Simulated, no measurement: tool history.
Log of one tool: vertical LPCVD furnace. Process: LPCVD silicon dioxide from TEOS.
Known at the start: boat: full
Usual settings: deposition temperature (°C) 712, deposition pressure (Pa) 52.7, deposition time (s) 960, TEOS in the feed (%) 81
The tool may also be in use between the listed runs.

run	hour	deposition temperature (°C)	deposition pressure (Pa)	deposition time (s)	TEOS in the feed (%)	wafers since the last listed run	hours since the last temperature calibration	hours since the pressure gauge was zeroed	hours since the TEOS flow controller was replaced	hours since the gauge calibration	read-back reference wafer on the same gauge, thickness	film thickness on the monitor wafer in the middle of the boat (angstrom)
1	0.0	712	52.7	960	81	0	3431.6	2729.3	5667.8	224.6	214.84	1823.5
2	92.2	712	52.7	960	81	1769	3523.8	2821.5	5760.0	316.8	214.95	1833.1
# hour 158.9: thermocouples replaced and temperature profile calibrated
3	159.4	712	52.7	960	81	829	0.5	2888.7	5827.2	384.0	215.02	1796.5
4	189.9	712	52.7	960	81	585	31.0	2919.2	5857.7	414.5	215.13	1799.0
5	239.4	712	52.7	960	81	950	80.5	2968.7	5907.2	464.0	215.18	1794.3
6	345.9	712	52.7	960	81	2044	187.0	3075.2	6013.7	570.5	215.00	1799.3
7	421.0	712	52.7	960	81	1441	262.1	3150.3	6088.8	645.6	215.12	1803.0
8	514.3	712	52.7	960	81	1790	355.4	3243.6	6182.1	738.9	215.12	1796.6
9	589.8	712	52.7	960	81	1449	430.9	3319.1	6257.6	814.4	214.93	1805.9
10	660.1	712	52.7	960	81	1349	501.2	3389.4	6327.9	884.7	214.93	1802.4
11	829.4	712	52.7	660	81	3249	670.5	3558.7	6497.2	1054.0	214.89	1232.1
12	926.4	712	52.7	960	81	1861	767.5	3655.7	6594.2	1151.0	214.99	1798.1
13	967.9	700	52.7	960	81	796	809.0	3697.2	6635.7	1192.5	214.88	1367.9
# hour 1035.9: pressure gauge zeroed
# hour 1055.6: TEOS flow controller replaced
14	1056.1	712	52.7	960	90	854	897.2	20.2	0.5	1280.7	214.90	1898.3
15	1092.3	701	49.3	1140	66	694	933.4	56.4	36.7	1316.9	214.80	1449.6
16	1156.3	712	52.7	960	81	1228	997.4	120.4	100.7	1380.9	215.14	1799.7
17	1221.3	712	52.7	1080	81	1247	1062.4	185.4	165.7	1445.9	214.97	2038.0
18	1310.2	712	52.7	960	81	1706	1151.3	274.3	254.6	1534.8	215.06	1801.7
19	1367.0	712	52.7	960	81	1090	1208.1	331.1	311.4	1591.6	215.03	1807.3
# hour 1536.2: gauge calibrated
20	1631.4	712	52.7	960	81	5075	1472.5	595.5	575.8	95.2	214.96	1813.9
21	1698.3	717	52.7	960	71	1284	1539.4	662.4	642.7	162.1	215.07	1897.6
22	1761.2	721	52.7	1200	81	1207	1602.3	725.3	705.6	225.0	215.09	2762.3
23	1798.1	712	64.0	960	81	708	1639.2	762.2	742.5	261.9	215.16	1984.1
24	1834.3	712	52.7	1290	81	694	1675.4	798.4	778.7	298.1	214.85	2439.8
25	1924.2	719	42.7	1260	81	1725	1765.3	888.3	868.6	388.0	215.25	2494.5
26	1978.5	712	52.7	960	81	1042	1819.6	942.6	922.9	442.3	214.94	1797.5
27	2058.6	712	52.7	1320	81	1537	1899.7	1022.7	1003.0	522.4	214.82	2494.8
28	2147.3	719	62.0	960	94	1702	1988.4	1111.4	1091.7	611.1	214.91	2479.0
29	2237.8	700	44.0	690	72	1737	2078.9	1201.9	1182.2	701.6	214.77	855.4
30	2290.4	712	52.7	1050	81	1009	2131.5	1254.5	1234.8	754.2	214.91	1990.3
31	2353.4	723	58.0	1290	70	1209	2194.5	1317.5	1297.8	817.2	215.08	3040.5

The tool's hidden state at each run:
true pressure minus gauge reading, mTorr: 0 in every run
deviation of the TEOS flow from its setpoint, %: 0 in every run
gauge reads high (%): 0 in every run
H1: true tube temperature minus thermocouple reading, K
run	H1
1	0.921
2	0.969
3	0.138
4	0.138
5	0.139
6	0.141
7	0.144
8	0.148
9	0.152
10	0.157
11	0.172
12	0.183
13	0.188
14	0.199
15	0.204
16	0.214
17	0.224
18	0.239
19	0.249
20	0.302
21	0.317
22	0.332
23	0.341
24	0.351
25	0.374
26	0.389
27	0.411
28	0.437
29	0.465
30	0.482
31	0.502
